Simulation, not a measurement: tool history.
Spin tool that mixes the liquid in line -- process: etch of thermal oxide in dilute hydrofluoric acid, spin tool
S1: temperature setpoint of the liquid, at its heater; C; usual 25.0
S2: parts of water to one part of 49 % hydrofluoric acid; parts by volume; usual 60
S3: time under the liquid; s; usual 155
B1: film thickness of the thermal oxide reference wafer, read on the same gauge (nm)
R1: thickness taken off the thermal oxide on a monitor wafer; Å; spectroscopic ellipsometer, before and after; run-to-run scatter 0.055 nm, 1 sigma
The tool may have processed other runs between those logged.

run	hour	S1	S2	S3	B1	R1
1	0.0	25.0	60	155	59.98	147.7
2	28.6	25.0	60	155	60.04	146.7
3	55.6	25.0	60	155	59.98	147.9
4	67.7	25.0	60	155	60.03	147.7
5	102.3	25.0	60	155	59.95	148.0
6	137.5	25.0	60	155	59.99	149.0
7	165.0	25.0	60	155	60.01	148.5
8	185.0	25.0	60	155	59.94	148.7
9	202.2	25.0	60	155	60.05	148.9
10	214.7	25.0	60	175	59.99	168.4
11	246.6	25.0	60	175	60.01	169.3
12	273.0	25.0	65	155	60.02	137.3
13	308.1	25.0	65	155	59.98	136.9
# hour 312.9: hydrofluoric acid flow meter replaced
14	325.5	22.5	45	205	60.01	253.6
# hour 330.8: gauge calibrated
15	337.5	27.0	90	205	60.05	143.5
16	356.6	21.5	75	230	60.01	159.0
17	388.2	25.0	60	155	59.99	156.0
18	403.8	25.0	75	155	60.06	123.0
# hour 409.1: thermometer replaced
19	437.3	25.0	60	155	59.99	157.6
20	470.9	29.5	60	235	60.05	284.9
# hour 475.7: hydrofluoric acid flow meter replaced, repeated, since the last time left the tool worse
21	505.9	25.0	60	155	59.96	139.0
22	537.4	27.0	85	90	59.98	59.6
23	551.0	23.5	60	200	59.98	169.3
24	566.5	23.0	50	125	59.98	125.9
25	597.4	30.0	75	245	59.93	209.5
26	633.2	25.0	50	155	59.97	170.6
27	731.3	20.5	60	155	60.01	115.9

5 options for the next run, each taken on its own from the tool as it stands now. Forecast them:
A	731.8	25.0	60	70	?	?
B	731.8	27.0	85	180	?	?
C	731.8	30.0	60	155	?	?
D	731.8	25.0	60	95	?	?
E	731.8	27.0	60	115	?	?

run	B1	R1
A	60.01	63.3
B	60.01	120.4
C	60.01	171.0
D	60.01	86.0
E	60.01	112.8
Had the tool no hidden state, the same runs would have come out as:
run	R1
A	62.5
B	118.7
C	168.7
D	84.8
E	111.2

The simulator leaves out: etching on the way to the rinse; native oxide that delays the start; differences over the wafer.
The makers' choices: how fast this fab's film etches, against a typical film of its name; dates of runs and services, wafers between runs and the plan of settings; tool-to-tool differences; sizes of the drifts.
